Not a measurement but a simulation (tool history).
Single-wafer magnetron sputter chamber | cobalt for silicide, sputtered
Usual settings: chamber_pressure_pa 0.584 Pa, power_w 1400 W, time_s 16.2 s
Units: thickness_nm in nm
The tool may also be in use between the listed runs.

| run | hour | chamber_pressure_pa | power_w | time_s | read-back reference wafer on the same gauge, thickness_nm | thickness_nm |
|---|---|---|---|---|---|---|
| 1 | 0.0 | 0.718 | 1400 | 17.8 | 9.192 | 10.978 |
| 2 | 13.1 | 0.718 | 1400 | 17.8 | 9.211 | 11.018 |
| 3 | 43.1 | 0.584 | 1400 | 16.2 | 9.200 | 10.685 |
|  | 50.8 | gauge calibrated |
|  | 68.0 | sputter target and shields replaced |
| 4 | 71.0 | 0.431 | 1400 | 18.1 | 9.200 | 12.779 |
| 5 | 105.5 | 0.431 | 1400 | 18.1 | 9.194 | 12.817 |
| 6 | 119.6 | 0.431 | 1400 | 18.1 | 9.203 | 12.935 |
| 7 | 133.0 | 0.584 | 1400 | 17.9 | 9.204 | 11.735 |
| 8 | 165.3 | 0.584 | 1400 | 17.9 | 9.190 | 11.807 |
|  | 197.9 | sputter target and shields replaced |
| 9 | 200.0 | 0.584 | 1400 | 17.9 | 9.190 | 11.830 |
| 10 | 217.4 | 0.584 | 1400 | 16.2 | 9.202 | 10.747 |
| 11 | 235.0 | 0.584 | 1400 | 16.2 | 9.202 | 10.668 |
|  | 245.5 | magnet pack replaced |
| 12 | 267.0 | 0.584 | 1400 | 16.2 | 9.201 | 10.621 |
|  | 301.0 | capacitance manometer re-zeroed and calibrated |
| 13 | 301.5 | 0.584 | 1400 | 16.2 | 9.197 | 10.661 |
| 14 | 310.2 | 0.353 | 1300 | 16.2 | 9.195 | 10.991 |
|  | 343.7 | sputter target and shields replaced |
| 15 | 344.2 | 0.584 | 1400 | 16.2 | 9.188 | 10.609 |
| 16 | 360.6 | 0.584 | 1400 | 16.2 | 9.201 | 10.601 |
|  | 383.9 | gauge calibrated |
| 17 | 430.5 | 0.761 | 1650 | 19.1 | 9.210 | 13.646 |
| 18 | 442.6 | 0.746 | 1500 | 16.2 | 9.203 | 10.577 |
|  | 465.7 | sputter target and shields replaced |
| 19 | 473.4 | 0.584 | 1400 | 16.2 | 9.188 | 10.569 |
| 20 | 506.1 | 0.480 | 1550 | 13.4 | 9.190 | 10.220 |
| 21 | 534.5 | 0.584 | 1700 | 14.2 | 9.203 | 11.279 |
| 22 | 555.6 | 0.584 | 1400 | 16.2 | 9.211 | 10.658 |

The next listed run, before its measurement:
| 23 | 579.2 | 0.584 | 1400 | 18.9 | ? | ? |

Run 23 gave read-back reference wafer on the same gauge, thickness_nm 9.204, thickness_nm 12.432 nm.
Without the tool's hidden state the same run would have given thickness_nm 12.432 nm.
